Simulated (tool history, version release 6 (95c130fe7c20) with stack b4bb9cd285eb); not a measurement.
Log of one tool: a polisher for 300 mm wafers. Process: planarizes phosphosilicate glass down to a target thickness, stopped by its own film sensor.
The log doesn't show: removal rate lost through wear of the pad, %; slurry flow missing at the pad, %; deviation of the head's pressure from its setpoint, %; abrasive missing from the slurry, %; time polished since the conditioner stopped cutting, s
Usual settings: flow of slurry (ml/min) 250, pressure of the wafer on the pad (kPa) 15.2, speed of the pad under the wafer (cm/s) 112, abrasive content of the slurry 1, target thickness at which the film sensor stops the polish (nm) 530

| run | hour | flow of slurry (ml/min) | pressure of the wafer on the pad (kPa) | speed of the pad under the wafer (cm/s) | abrasive content of the slurry | target thickness at which the film sensor stops the polish (nm) | wafers since the last listed run | wafers polished on this pad | hours since the slurry nozzle was cleaned | hours since the head pressure was calibrated | hours since the slurry blender was calibrated | hours since the conditioning disc was replaced | incoming thickness of the incoming film, nm | time until the film sensor stopped the polish (s) |
|---|---|---|---|---|---|---|---|---|---|---|---|---|---|---|
| 1 | 0 | 250 | 15.2 | 112 | 1 | 622 | 0 | 269 | 738 | 90.5 | 298.3 | 46.4 | 1117.3 | 82.2 |
| 2 | 15 | 250 | 15.2 | 112 | 1 | 530 | 98 | 368 | 753 | 105.5 | 313.3 | 61.4 | 1114.3 | 98.3 |
|  | 19.6 | slurry blender recalibrated |
| 3 | 45.5 | 250 | 15.2 | 112 | 0.8 | 530 | 187 | 556 | 783.5 | 136 | 25.9 | 91.9 | 1128.7 | 115.3 |
| 4 | 65.5 | 250 | 13.1 | 144 | 0.9 | 530 | 131 | 687 | 803.5 | 156 | 45.9 | 111.9 | 1125.7 | 98.1 |
| 5 | 87.8 | 250 | 15.2 | 112 | 1 | 530 | 147 | 835 | 825.8 | 178.3 | 68.2 | 134.2 | 1114.7 | 97 |
| 6 | 109.8 | 250 | 15.2 | 140 | 0.75 | 530 | 145 | 980 | 847.8 | 200.3 | 90.2 | 156.2 | 1120.1 | 95.6 |
| 7 | 130.9 | 330 | 20.7 | 150 | 1 | 530 | 139 | 1119 | 868.9 | 221.4 | 111.3 | 177.3 | 1126.8 | 58.1 |
|  | 138 | slurry nozzle cleaned |
| 8 | 154.8 | 250 | 15.2 | 112 | 1 | 530 | 151 | 1270 | 16.8 | 245.3 | 135.2 | 201.2 | 1112.2 | 97.1 |
|  | 160.9 | worn pad replaced by a new one |
| 9 | 190.3 | 250 | 15.2 | 84 | 1 | 530 | 207 | 193 | 52.3 | 280.8 | 170.7 | 236.7 | 1104.2 | 119.4 |
| 10 | 206.6 | 335 | 18.6 | 80 | 1.15 | 530 | 107 | 301 | 68.6 | 297.1 | 187 | 253 | 1118.7 | 95.4 |
| 11 | 241.3 | 305 | 15.2 | 112 | 1 | 530 | 228 | 530 | 103.3 | 331.8 | 221.7 | 287.7 | 1130.5 | 99.7 |
| 12 | 256.8 | 250 | 15.2 | 112 | 1.1 | 530 | 102 | 632 | 118.8 | 347.3 | 237.2 | 303.2 | 1122 | 91.9 |
| 13 | 268.9 | 250 | 15.2 | 112 | 1 | 530 | 79 | 712 | 130.9 | 359.4 | 249.3 | 315.3 | 1120.4 | 97.2 |
|  | 297.9 | conditioning disc replaced and pad reconditioned |
| 14 | 301.9 | 250 | 15.2 | 112 | 1.25 | 530 | 204 | 916 | 163.9 | 392.4 | 282.3 | 4 | 1128.7 | 88.3 |
| 15 | 323.5 | 250 | 15.2 | 144 | 1.2 | 530 | 142 | 1058 | 185.5 | 414 | 303.9 | 25.6 | 1113.1 | 73.3 |
| 16 | 344.8 | 250 | 15.2 | 112 | 1.2 | 530 | 140 | 1199 | 206.8 | 435.3 | 325.2 | 46.9 | 1132.1 | 89.6 |
|  | 365.9 | worn pad replaced by a new one |
|  | 366.7 | slurry blender recalibrated |
| 17 | 367.2 | 180 | 15.2 | 88 | 1 | 530 | 116 | 3 | 229.2 | 457.7 | 0.5 | 69.3 | 1120.9 | 120.5 |
| 18 | 385.1 | 275 | 15.2 | 112 | 1.25 | 530 | 118 | 121 | 247.1 | 475.6 | 18.4 | 87.2 | 1114 | 86.2 |
| 19 | 418.5 | 310 | 18.6 | 112 | 1.2 | 404 | 220 | 341 | 280.5 | 509 | 51.8 | 120.6 | 1100 | 84 |
| 20 | 443.8 | 335 | 15.2 | 82 | 1.15 | 430 | 166 | 508 | 305.8 | 534.3 | 77.1 | 145.9 | 1140 | 142 |
| 21 | 479.8 | 250 | 15.2 | 112 | 1 | 690 | 237 | 745 | 341.8 | 570.3 | 113.1 | 181.9 | 1131.3 | 74.9 |
| 22 | 511.4 | 250 | 15.2 | 112 | 0.9 | 530 | 208 | 954 | 373.4 | 601.9 | 144.7 | 213.5 | 1127.5 | 104.3 |
| 23 | 546 | 275 | 15.2 | 112 | 1.3 | 457 | 228 | 1182 | 408 | 636.5 | 179.3 | 248.1 | 1143.1 | 101.8 |
|  | 564.5 | worn pad replaced by a new one |
| 24 | 570.3 | 250 | 15.2 | 112 | 1 | 530 | 133 | 38 | 432.3 | 660.8 | 203.6 | 272.4 | 1118 | 97.9 |
| 25 | 582.3 | 250 | 15.2 | 112 | 0.9 | 530 | 79 | 117 | 444.3 | 672.8 | 215.6 | 284.4 | 1128.2 | 104.8 |
|  | 593.5 | conditioning disc replaced and pad reconditioned |
| 26 | 598 | 250 | 19.3 | 112 | 1 | 677 | 90 | 207 | 460 | 688.5 | 231.3 | 4.5 | 1114.3 | 57.3 |

The tool's hidden state at each run:
removal rate lost through wear of the pad, %: 0 in every run
slurry flow missing at the pad, %: 0 in every run
deviation of the head's pressure from its setpoint, %: 0 in every run
abrasive missing from the slurry, %: 0 in every run
time polished since the conditioner stopped cutting, s: 0 in every run
